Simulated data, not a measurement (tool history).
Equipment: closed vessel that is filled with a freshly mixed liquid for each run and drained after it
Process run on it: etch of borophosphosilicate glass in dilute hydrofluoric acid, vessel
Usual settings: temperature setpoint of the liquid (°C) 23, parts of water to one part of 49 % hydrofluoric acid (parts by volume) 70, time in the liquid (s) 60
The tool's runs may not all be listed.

run    hour  temperature setpoint of the liquid (°C)  parts of water to one part of 49 % hydrofluoric acid (parts by volume)  time in the liquid (s)  wafers since the last listed run  hours since the thermometer was replaced  hours since the hydrofluoric acid flow meter was replaced  hours since the gauge calibration  read-back film thickness of the borophosphosilicate glass reference wafer, read on the same gauge (nm)  thickness taken off the borophosphosilicate glass on a monitor wafer (Å)
  1       0                                       23                                                                      70                      60                                 0                                    1114.9                                                      504.3                             1866.1                                                                                                      50                                                                     303.2
  2    86.1                                       23                                                                      70                      75                             11320                                      1201                                                      590.4                             1952.2                                                                                                   49.99                                                                     380.7
  3   164.4                                       23                                                                      70                      75                             10295                                    1279.3                                                      668.7                             2030.5                                                                                                   50.02                                                                     383.6
  4   271.9                                       23                                                                      70                      60                             14134                                    1386.8                                                      776.2                               2138                                                                                                   50.03                                                                       299
  5   376.4                                       23                                                                      70                      60                             13739                                    1491.3                                                      880.7                             2242.5                                                                                                   50.01                                                                     300.4
  6   452.7                                       23                                                                      70                      60                             10032                                    1567.6                                                        957                             2318.8                                                                                                   49.97                                                                       298
  7   535.9                                       23                                                                      70                      60                             10939                                    1650.8                                                     1040.2                               2402                                                                                                   50.01                                                                     294.1
  8     626                                       23                                                                      70                      50                             11846                                    1740.9                                                     1130.3                             2492.1                                                                                                      50                                                                       242
  9   662.6                                       23                                                                      70                      50                              4812                                    1777.5                                                     1166.9                             2528.7                                                                                                      50                                                                     247.4
      687.5  -- hydrofluoric acid flow meter replaced
 10   851.7                                       23                                                                      70                      60                             24731                                    1966.6                                                      164.2                             2717.8                                                                                                      50                                                                     287.8
        883  -- gauge calibrated
 11   925.2                                       23                                                                      70                      60                              9663                                    2040.1                                                      237.7                               42.2                                                                                                      50                                                                     293.6
 12    1015                                       23                                                                      55                      60                             11807                                    2129.9                                                      327.5                                132                                                                                                   49.99                                                                     375.7
 13    1080                                       23                                                                      70                      60                              8546                                    2194.9                                                      392.5                                197                                                                                                   49.98                                                                     292.8
 14  1170.8                                       23                                                                      70                      60                             11938                                    2285.7                                                      483.3                              287.8                                                                                                      50                                                                     291.1
       1247  -- thermometer replaced
 15  1257.7                                     18.5                                                                      70                      60                             11294                                      10.7                                                      570.2                              374.7                                                                                                   50.03                                                                     269.4

What does the tool deliver on the next run?
 16  1312                                       23                                                                     100                      60                              7139                                        65                                                      624.5                                429                                                                                                       ?                                                                         ?

read-back film thickness of the borophosphosilicate glass reference wafer, read on the same gauge (nm): 50
thickness taken off the borophosphosilicate glass on a monitor wafer (Å): 216.9
Take away the tool's hidden state, keep the run-to-run variation as it was, and the same run would have given thickness taken off the borophosphosilicate glass on a monitor wafer (Å) 219.
